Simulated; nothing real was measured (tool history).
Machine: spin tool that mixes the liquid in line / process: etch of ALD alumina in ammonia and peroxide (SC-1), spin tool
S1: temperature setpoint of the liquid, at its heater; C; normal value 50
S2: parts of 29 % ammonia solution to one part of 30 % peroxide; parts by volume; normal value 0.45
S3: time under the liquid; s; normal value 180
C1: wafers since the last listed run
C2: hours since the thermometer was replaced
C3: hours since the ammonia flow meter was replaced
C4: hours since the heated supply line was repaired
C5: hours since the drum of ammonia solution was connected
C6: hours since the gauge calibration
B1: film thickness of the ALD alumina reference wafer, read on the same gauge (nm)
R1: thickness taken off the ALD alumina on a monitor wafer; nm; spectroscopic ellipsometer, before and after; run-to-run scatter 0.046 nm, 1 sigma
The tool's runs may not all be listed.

{"run": 1, "hour": 0.0, "S1": 50, "S2": 0.45, "S3": 180, "C1": 0, "C2": 688.9, "C3": 1956.2, "C4": 834.9, "C5": 369.8, "C6": 190.9, "B1": 50.04, "R1": 9.41}
{"run": 2, "hour": 12.8, "S1": 52.5, "S2": 0.45, "S3": 265, "C1": 103, "C2": 701.7, "C3": 1969, "C4": 847.7, "C5": 382.6, "C6": 203.7, "B1": 49.99, "R1": 15.86}
{"run": 3, "hour": 30.7, "S1": 50, "S2": 0.35, "S3": 180, "C1": 145, "C2": 719.6, "C3": 1986.9, "C4": 865.6, "C5": 400.5, "C6": 221.6, "B1": 49.98, "R1": 9.17}
{"run": 4, "hour": 47.7, "S1": 50, "S2": 0.35, "S3": 180, "C1": 138, "C2": 736.6, "C3": 2003.9, "C4": 882.6, "C5": 417.5, "C6": 238.6, "B1": 49.99, "R1": 9.15}
{"hour": 52.2, "done": "ammonia flow meter replaced"}
{"run": 5, "hour": 94.1, "S1": 50, "S2": 0.45, "S3": 180, "C1": 368, "C2": 783, "C3": 41.9, "C4": 929, "C5": 463.9, "C6": 285, "B1": 50.02, "R1": 9.33}
{"hour": 99.3, "done": "thermometer replaced"}
{"run": 6, "hour": 105.1, "S1": 50, "S2": 0.45, "S3": 180, "C1": 81, "C2": 5.8, "C3": 52.9, "C4": 940, "C5": 474.9, "C6": 296, "B1": 50, "R1": 9.09}
{"hour": 106.8, "done": "new drum of ammonia solution connected"}
{"run": 7, "hour": 122.8, "S1": 47, "S2": 0.45, "S3": 180, "C1": 135, "C2": 23.5, "C3": 70.6, "C4": 957.7, "C5": 16, "C6": 313.7, "B1": 50.03, "R1": 7.69}
{"run": 8, "hour": 129.9, "S1": 47, "S2": 0.45, "S3": 180, "C1": 57, "C2": 30.6, "C3": 77.7, "C4": 964.8, "C5": 23.1, "C6": 320.8, "B1": 50, "R1": 7.72}
{"run": 9, "hour": 138.9, "S1": 50, "S2": 0.45, "S3": 180, "C1": 73, "C2": 39.6, "C3": 86.7, "C4": 973.8, "C5": 32.1, "C6": 329.8, "B1": 49.98, "R1": 9.16}
{"run": 10, "hour": 145.6, "S1": 50, "S2": 0.45, "S3": 180, "C1": 54, "C2": 46.3, "C3": 93.4, "C4": 980.5, "C5": 38.8, "C6": 336.5, "B1": 50, "R1": 9.14}
{"hour": 156.2, "done": "gauge calibrated"}
{"run": 11, "hour": 184.2, "S1": 45, "S2": 0.45, "S3": 180, "C1": 313, "C2": 84.9, "C3": 132, "C4": 1019.1, "C5": 77.4, "C6": 28, "B1": 50.01, "R1": 6.87}
{"run": 12, "hour": 202.0, "S1": 50, "S2": 0.6, "S3": 245, "C1": 144, "C2": 102.7, "C3": 149.8, "C4": 1036.9, "C5": 95.2, "C6": 45.8, "B1": 50, "R1": 12.71}
{"run": 13, "hour": 210.8, "S1": 50, "S2": 0.45, "S3": 180, "C1": 71, "C2": 111.5, "C3": 158.6, "C4": 1045.7, "C5": 104, "C6": 54.6, "B1": 49.99, "R1": 9.05}
{"hour": 215.8, "done": "thermometer replaced, repeated, since the last time left the tool worse"}
{"run": 14, "hour": 226.8, "S1": 50, "S2": 0.6, "S3": 220, "C1": 121, "C2": 11, "C3": 174.6, "C4": 1061.7, "C5": 120, "C6": 70.6, "B1": 50.02, "R1": 12.2}
{"run": 15, "hour": 238.3, "S1": 44, "S2": 0.6, "S3": 250, "C1": 93, "C2": 22.5, "C3": 186.1, "C4": 1073.2, "C5": 131.5, "C6": 82.1, "B1": 49.99, "R1": 9.92}
{"run": 16, "hour": 250.4, "S1": 50, "S2": 0.5, "S3": 250, "C1": 98, "C2": 34.6, "C3": 198.2, "C4": 1085.3, "C5": 143.6, "C6": 94.2, "B1": 49.99, "R1": 13.76}
{"run": 17, "hour": 267.8, "S1": 50, "S2": 0.45, "S3": 260, "C1": 141, "C2": 52, "C3": 215.6, "C4": 1102.7, "C5": 161, "C6": 111.6, "B1": 50, "R1": 14.1}
{"hour": 282.4, "done": "heated supply line repaired"}
{"run": 18, "hour": 308.4, "S1": 47.5, "S2": 0.45, "S3": 225, "C1": 321, "C2": 92.6, "C3": 256.2, "C4": 26, "C5": 201.6, "C6": 152.2, "B1": 49.98, "R1": 10.56}
{"run": 19, "hour": 319.3, "S1": 50, "S2": 0.3, "S3": 180, "C1": 88, "C2": 103.5, "C3": 267.1, "C4": 36.9, "C5": 212.5, "C6": 163.1, "B1": 49.98, "R1": 9.37}
{"run": 20, "hour": 326.0, "S1": 50, "S2": 0.65, "S3": 180, "C1": 54, "C2": 110.2, "C3": 273.8, "C4": 43.6, "C5": 219.2, "C6": 169.8, "B1": 50, "R1": 10.09}
{"run": 21, "hour": 336.8, "S1": 42.5, "S2": 0.65, "S3": 180, "C1": 87, "C2": 121, "C3": 284.6, "C4": 54.4, "C5": 230, "C6": 180.6, "B1": 50.01, "R1": 6.58}
{"run": 22, "hour": 348.6, "S1": 50, "S2": 0.25, "S3": 110, "C1": 95, "C2": 132.8, "C3": 296.4, "C4": 66.2, "C5": 241.8, "C6": 192.4, "B1": 50.02, "R1": 5.59}
{"run": 23, "hour": 358.2, "S1": 59, "S2": 0.45, "S3": 180, "C1": 77, "C2": 142.4, "C3": 306, "C4": 75.8, "C5": 251.4, "C6": 202, "B1": 50.03, "R1": 15.56}
{"run": 24, "hour": 364.6, "S1": 54.5, "S2": 0.55, "S3": 210, "C1": 51, "C2": 148.8, "C3": 312.4, "C4": 82.2, "C5": 257.8, "C6": 208.4, "B1": 49.99, "R1": 14.77}
{"run": 25, "hour": 381.8, "S1": 50, "S2": 0.45, "S3": 95, "C1": 139, "C2": 166, "C3": 329.6, "C4": 99.4, "C5": 275, "C6": 225.6, "B1": 50, "R1": 5.11}

What was the tool's hidden state at every run in the log?
ammonia flow above the setpoint (%): 0 across all the runs
temperature lost on the way to the wafer (K): 0 across all the runs
ammonia solution weaker than its label (%): 0 across all the runs
gauge reads high (%): 0 across all the runs
H1: liquid colder than its thermometer reads (K)
run=1 H1=0.727
run=2 H1=0.74
run=3 H1=0.758
run=4 H1=0.774
run=5 H1=0.821
run=6 H1=1.33
run=7 H1=1.35
run=8 H1=1.36
run=9 H1=1.37
run=10 H1=1.37
run=11 H1=1.41
run=12 H1=1.43
run=13 H1=1.44
run=14 H1=0.0745
run=15 H1=0.086
run=16 H1=0.0981
run=17 H1=0.115
run=18 H1=0.156
run=19 H1=0.167
run=20 H1=0.173
run=21 H1=0.184
run=22 H1=0.196
run=23 H1=0.206
run=24 H1=0.212
run=25 H1=0.229
